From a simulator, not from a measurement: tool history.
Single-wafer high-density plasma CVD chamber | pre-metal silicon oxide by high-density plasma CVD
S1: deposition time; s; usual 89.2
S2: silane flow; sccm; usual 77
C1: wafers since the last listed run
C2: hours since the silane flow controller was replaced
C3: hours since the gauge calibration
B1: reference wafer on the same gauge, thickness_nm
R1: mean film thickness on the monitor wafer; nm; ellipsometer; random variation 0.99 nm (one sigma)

run,day,S1,S2,C1,C2,C3,B1,R1
1,0,76.9,86,0,3907.7,11.6,750.106,635.101
2,0.983,89.2,77,388,3931.3,35.2,750.226,683.372
3,2.562,89.2,77,624,3969.2,73.1,749.879,684.292
4,3.225,89.2,65,262,3985.1,89,750.589,614.92
5,4.158,89.2,77,369,4007.5,111.4,750.01,684.557
6,5.188,89.2,77,407,4032.2,136.1,750.573,684.414
7,6.179,89.2,77,392,4056,159.9,749.423,683.944
8,7.662,89.2,69,586,4091.6,195.5,750.112,638.821
9,8.738,89.2,69,425,4117.4,221.3,749.964,636.957
10,9.529,83.2,77,313,4136.4,240.3,749.776,637.279
# day 10.083: silane flow controller replaced
11,10.604,89.2,70,293,12.5,266.1,750.132,620.802
12,11.546,89.2,77,372,35.1,288.7,750.146,657.842
13,12.967,89.2,77,561,69.2,322.8,749.715,660.017
14,13.467,89.2,77,197,81.2,334.8,750.068,660.003
# day 14.354: gauge calibrated
15,14.367,89.2,91,355,102.8,0.3,749.777,741.104
16,15.817,80,69,573,137.6,35.1,750.177,553.196
17,16.742,82.9,86,365,159.8,57.3,749.716,662.15
18,18.038,89.2,63,512,190.9,88.4,749.748,582.656
19,19.375,74.1,77,529,223,120.5,749.628,550.226
20,20.162,93.8,77,311,241.9,139.4,749.816,699.474
21,21.333,95.3,89,463,270,167.5,750.065,781.327
22,22.658,89.2,77,524,301.8,199.3,749.917,665.2
23,23.196,80.9,88,212,314.7,212.2,750.221,660.774
24,24.396,89.2,82,474,343.5,241,750.344,692.074
25,25.5,82.8,70,436,370,267.5,749.947,581.096
26,26.6,105.2,69,435,396.4,293.9,750.082,734.311

4 ways to go on from here, each from the tool as it stands after run 26. What would each give?
A,26.617,89.2,77,6,396.8,294.3,?,?
B,26.617,98.7,63,6,396.8,294.3,?,?
C,26.617,99,68,6,396.8,294.3,?,?
D,26.617,78.4,87,6,396.8,294.3,?,?

run,B1,R1
A,750.264,666.59
B,750.264,649.756
C,750.264,683.193
D,750.264,635.713
Without the tool's hidden state the same runs would have given:
run,R1
A,657.421
B,640.818
C,673.796
D,626.968
